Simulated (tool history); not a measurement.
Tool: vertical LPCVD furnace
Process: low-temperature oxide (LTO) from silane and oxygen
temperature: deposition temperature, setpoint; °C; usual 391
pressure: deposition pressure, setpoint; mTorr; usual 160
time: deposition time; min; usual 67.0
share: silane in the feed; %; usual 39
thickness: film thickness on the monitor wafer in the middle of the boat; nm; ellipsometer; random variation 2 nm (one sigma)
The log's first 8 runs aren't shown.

run,hour,temperature,pressure,time,share,"read-back reference wafer on the same gauge, thickness",thickness
9,218.0,391,150,67.0,39,457.55,400.71
10,244.0,391,150,67.0,39,458.58,399.19
11,257.4,391,180,67.0,39,458.75,480.11
12,286.3,391,180,67.0,39,459.34,482.97
13,320.9,391,160,67.0,39,459.72,425.95
# hour 348.6: pressure gauge zeroed
14,349.1,391,145,67.0,35,460.58,340.02
15,414.0,401,130,67.0,39,463.14,393.19
16,428.5,379,160,67.0,39,462.84,376.58
# hour 430.4: gauge calibrated
17,445.8,395,160,67.0,39,452.15,443.86
# hour 514.6: thermocouples replaced and temperature profile calibrated
18,526.4,379,125,67.0,39,452.01,285.57
19,555.0,391,160,67.0,36,452.33,378.95
20,589.7,391,160,67.0,39,452.44,423.56
# hour 616.9: silane flow controller replaced
21,617.4,391,160,67.0,34,452.55,352.70
22,623.1,397,160,67.0,45,452.35,533.08
23,645.1,395,125,47.0,33,452.75,192.45
24,675.3,384,160,87.5,39,453.52,507.30
25,701.6,391,160,67.0,39,453.15,423.50
26,722.3,391,135,67.0,44,453.73,413.38
27,757.6,391,160,67.0,39,454.50,421.77
28,777.6,398,160,83.5,39,454.94,571.07
29,799.2,391,135,67.0,44,454.84,411.93
30,832.2,391,170,67.0,39,455.29,449.83
31,861.3,391,180,67.0,34,456.19,402.02
32,887.8,382,160,48.0,42,456.83,302.72

3 ways to go on from here, each from the tool as it stands after run 32. What would each give?
A,893.7,391,200,67.0,39,?,?
B,893.7,391,125,67.0,36,?,?
C,893.7,380,195,67.0,36,?,?

run,"read-back reference wafer on the same gauge, thickness",thickness
A,456.80,534.10
B,456.80,300.94
C,456.80,411.21
Without the tool's hidden state the same runs would have given:
run,thickness
A,528.17
B,297.60
C,406.65
